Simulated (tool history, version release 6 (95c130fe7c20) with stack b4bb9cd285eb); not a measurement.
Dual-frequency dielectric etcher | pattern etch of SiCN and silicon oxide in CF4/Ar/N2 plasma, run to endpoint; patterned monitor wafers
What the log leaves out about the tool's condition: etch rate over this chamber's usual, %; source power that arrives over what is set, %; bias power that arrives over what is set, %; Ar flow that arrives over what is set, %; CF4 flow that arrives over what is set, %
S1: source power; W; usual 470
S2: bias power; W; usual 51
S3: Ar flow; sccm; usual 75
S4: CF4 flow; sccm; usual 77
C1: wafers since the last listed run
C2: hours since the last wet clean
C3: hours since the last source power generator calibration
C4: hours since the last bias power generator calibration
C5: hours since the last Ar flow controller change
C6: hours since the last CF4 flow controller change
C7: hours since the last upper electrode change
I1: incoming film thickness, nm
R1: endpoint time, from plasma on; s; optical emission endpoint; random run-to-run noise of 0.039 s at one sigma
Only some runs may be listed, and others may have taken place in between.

run	hour	S1	S2	S3	S4	C1	C2	C3	C4	C5	C6	C7	I1	R1
1	0	470	51	75	77	0	499.5	2398.7	3191.9	5210.7	2284.2	2690.5	9.38	12.5
2	45	470	51	61	77	410	544.5	2443.7	3236.9	5255.7	2329.2	2735.5	9.33	12.1
# hour 74.5: wet clean of the chamber
# hour 90: upper electrode replaced
3	90.5	470	51	61	77	54	16	2489.2	3282.4	5301.2	2374.7	0.5	9.3	12.6
4	90.8	470	51	75	77	2	16.3	2489.5	3282.7	5301.5	2375	0.8	9.33	13
5	91.1	470	51	75	77	2	16.6	2489.8	3283	5301.8	2375.3	1.1	9.2	12.8
6	91.4	470	51	75	77	2	16.9	2490.1	3283.3	5302.1	2375.6	1.4	9.32	12.9
7	100.2	510	51	75	77	80	25.7	2498.9	3292.1	5310.9	2384.4	10.2	9.3	12
# hour 115.5: CF4 flow controller replaced
# hour 119.9: source power generator calibrated
8	120.4	470	54	75	77	93	45.9	0.5	3312.3	5331.1	4.9	30.4	9.32	12.8
9	133	510	51	75	77	114	58.5	13.1	3324.9	5343.7	17.5	43	9.33	11.9
# hour 148.8: Ar flow controller replaced
10	149.3	470	51	75	77	93	74.8	29.4	3341.2	0.5	33.8	59.3	9.36	13
11	161	500	47	67	67	106	86.5	41.1	3352.9	12.2	45.5	71	9.33	12.6
12	168.7	470	55	75	77	70	94.2	48.8	3360.6	19.9	53.2	78.7	9.27	12.6
# hour 180.7: bias power generator calibrated
13	181.2	550	51	75	77	77	106.7	61.3	0.5	32.4	65.7	91.2	9.29	11.1
14	189.3	350	56	68	87	73	114.8	69.4	8.6	40.5	73.8	99.3	9.37	16.3
15	204.8	360	51	75	70	141	130.3	84.9	24.1	56	89.3	114.8	9.35	17
16	217.9	470	51	66	67	119	143.4	98	37.2	69.1	102.4	127.9	9.25	12.9
17	226	470	51	75	77	73	151.5	106.1	45.3	77.2	110.5	136	9.38	13

Consider 5 possible next runs. They are alternatives, not a sequence: every one starts from the tool as it was left by run 17. What does each give?
A	226.4	470	51	75	96	3	151.9	106.5	45.7	77.6	110.9	136.4	9.24	?
B	226.4	410	51	75	77	3	151.9	106.5	45.7	77.6	110.9	136.4	9.24	?
C	226.4	570	43	81	77	3	151.9	106.5	45.7	77.6	110.9	136.4	9.24	?
D	226.4	380	51	75	77	3	151.9	106.5	45.7	77.6	110.9	136.4	9.24	?
E	226.4	580	57	75	77	3	151.9	106.5	45.7	77.6	110.9	136.4	9.24	?

run	R1
A	12.2
B	14.6
C	11.2
D	15.7
E	10.2
Take away the tool's hidden state, keep each run's random variation, and the runs would have read:
run	R1
A	12.3
B	14.7
C	11.3
D	15.8
E	10.3
